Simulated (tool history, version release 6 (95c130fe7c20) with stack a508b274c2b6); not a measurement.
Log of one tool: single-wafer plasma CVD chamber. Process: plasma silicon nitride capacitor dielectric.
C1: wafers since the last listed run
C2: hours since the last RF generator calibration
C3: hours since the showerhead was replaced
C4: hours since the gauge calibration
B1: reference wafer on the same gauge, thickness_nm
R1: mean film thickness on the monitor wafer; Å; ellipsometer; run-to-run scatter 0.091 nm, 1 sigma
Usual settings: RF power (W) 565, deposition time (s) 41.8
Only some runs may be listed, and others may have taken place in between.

run 1 hour=0.0 | RF_power_(W)=565 deposition_time_(s)=41.8 | C1=0 C2=689.0 C3=2979.3 C4=117.0 | B1=71.498 | R1=588.53
run 2 hour=9.0 | RF_power_(W)=565 deposition_time_(s)=41.8 | C1=298 C2=698.0 C3=2988.3 C4=126.0 | B1=71.486 | R1=587.56
-- hour=14.0 gauge calibrated
run 3 hour=23.7 | RF_power_(W)=565 deposition_time_(s)=41.8 | C1=486 C2=712.7 C3=3003.0 C4=9.7 | B1=71.549 | R1=588.91
run 4 hour=40.3 | RF_power_(W)=565 deposition_time_(s)=41.8 | C1=549 C2=729.3 C3=3019.6 C4=26.3 | B1=71.520 | R1=588.49
run 5 hour=51.4 | RF_power_(W)=565 deposition_time_(s)=47.8 | C1=367 C2=740.4 C3=3030.7 C4=37.4 | B1=71.513 | R1=673.14
run 6 hour=58.2 | RF_power_(W)=565 deposition_time_(s)=41.8 | C1=225 C2=747.2 C3=3037.5 C4=44.2 | B1=71.540 | R1=587.56
run 7 hour=69.9 | RF_power_(W)=565 deposition_time_(s)=41.8 | C1=387 C2=758.9 C3=3049.2 C4=55.9 | B1=71.495 | R1=587.24
-- hour=85.6 RF generator calibrated
run 8 hour=86.1 | RF_power_(W)=565 deposition_time_(s)=41.8 | C1=271 C2=0.5 C3=3065.4 C4=72.1 | B1=71.496 | R1=601.08
run 9 hour=88.9 | RF_power_(W)=565 deposition_time_(s)=41.8 | C1=92 C2=3.3 C3=3068.2 C4=74.9 | B1=71.470 | R1=601.21
-- hour=107.2 showerhead replaced
run 10 hour=107.7 | RF_power_(W)=565 deposition_time_(s)=41.8 | C1=357 C2=22.1 C3=0.5 C4=93.7 | B1=71.500 | R1=598.74
run 11 hour=117.8 | RF_power_(W)=505 deposition_time_(s)=45.4 | C1=334 C2=32.2 C3=10.6 C4=103.8 | B1=71.496 | R1=630.66
run 12 hour=133.9 | RF_power_(W)=565 deposition_time_(s)=41.8 | C1=533 C2=48.3 C3=26.7 C4=119.9 | B1=71.502 | R1=597.80
run 13 hour=144.0 | RF_power_(W)=480 deposition_time_(s)=49.6 | C1=334 C2=58.4 C3=36.8 C4=130.0 | B1=71.503 | R1=676.90
run 14 hour=150.4 | RF_power_(W)=495 deposition_time_(s)=36.9 | C1=212 C2=64.8 C3=43.2 C4=136.4 | B1=71.467 | R1=507.43
-- hour=159.4 gauge calibrated
run 15 hour=161.5 | RF_power_(W)=650 deposition_time_(s)=35.1 | C1=367 C2=75.9 C3=54.3 C4=2.1 | B1=71.519 | R1=523.70
run 16 hour=175.2 | RF_power_(W)=455 deposition_time_(s)=41.8 | C1=453 C2=89.6 C3=68.0 C4=15.8 | B1=71.514 | R1=558.11
run 17 hour=189.6 | RF_power_(W)=565 deposition_time_(s)=41.8 | C1=477 C2=104.0 C3=82.4 C4=30.2 | B1=71.527 | R1=596.32
run 18 hour=198.4 | RF_power_(W)=600 deposition_time_(s)=36.3 | C1=291 C2=112.8 C3=91.2 C4=39.0 | B1=71.486 | R1=527.10

What does the tool deliver on the next run?
run 19 hour=206.2 | RF_power_(W)=485 deposition_time_(s)=44.6 | C1=258 C2=120.6 C3=99.0 C4=46.8 | B1=? | R1=?

B1: 71.509
R1: 607.16 Å
Were there no unlogged condition in the tool, this run, its random variation unchanged, would have produced R1 615.45 Å.
